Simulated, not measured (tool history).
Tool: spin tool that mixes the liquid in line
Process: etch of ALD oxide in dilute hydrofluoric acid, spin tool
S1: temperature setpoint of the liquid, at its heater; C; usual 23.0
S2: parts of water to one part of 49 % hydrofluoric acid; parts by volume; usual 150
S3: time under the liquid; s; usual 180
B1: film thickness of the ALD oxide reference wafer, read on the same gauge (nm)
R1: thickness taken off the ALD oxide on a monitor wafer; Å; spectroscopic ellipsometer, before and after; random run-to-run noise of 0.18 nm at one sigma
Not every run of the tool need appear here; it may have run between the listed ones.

| run | hour | S1 | S2 | S3 | B1 | R1 |
|---|---|---|---|---|---|---|
| 1 | 0.0 | 23.0 | 150 | 180 | 40.01 | 266.1 |
| 2 | 64.5 | 23.0 | 150 | 180 | 39.96 | 263.3 |
| 3 | 135.0 | 23.0 | 150 | 180 | 40.05 | 263.8 |
| 4 | 186.9 | 21.0 | 150 | 100 | 40.01 | 136.9 |
| 5 | 272.0 | 23.0 | 150 | 180 | 40.02 | 265.4 |
| 6 | 319.8 | 20.0 | 195 | 180 | 40.02 | 173.8 |
|  | 366.1 | hydrofluoric acid flow meter replaced |
|  | 416.8 | thermometer replaced |
| 7 | 423.7 | 20.0 | 195 | 180 | 40.01 | 164.0 |
|  | 431.1 | gauge calibrated |
| 8 | 486.9 | 23.0 | 170 | 250 | 39.98 | 300.3 |

Expected results for the next run?
| 9 | 578.2 | 19.5 | 130 | 180 | ? | ? |

Run 9 came out at B1 40.01, R1 260.4 Å.
On a tool with no hidden condition, and with the same random variation, this run would have come out at R1 259.2 Å.
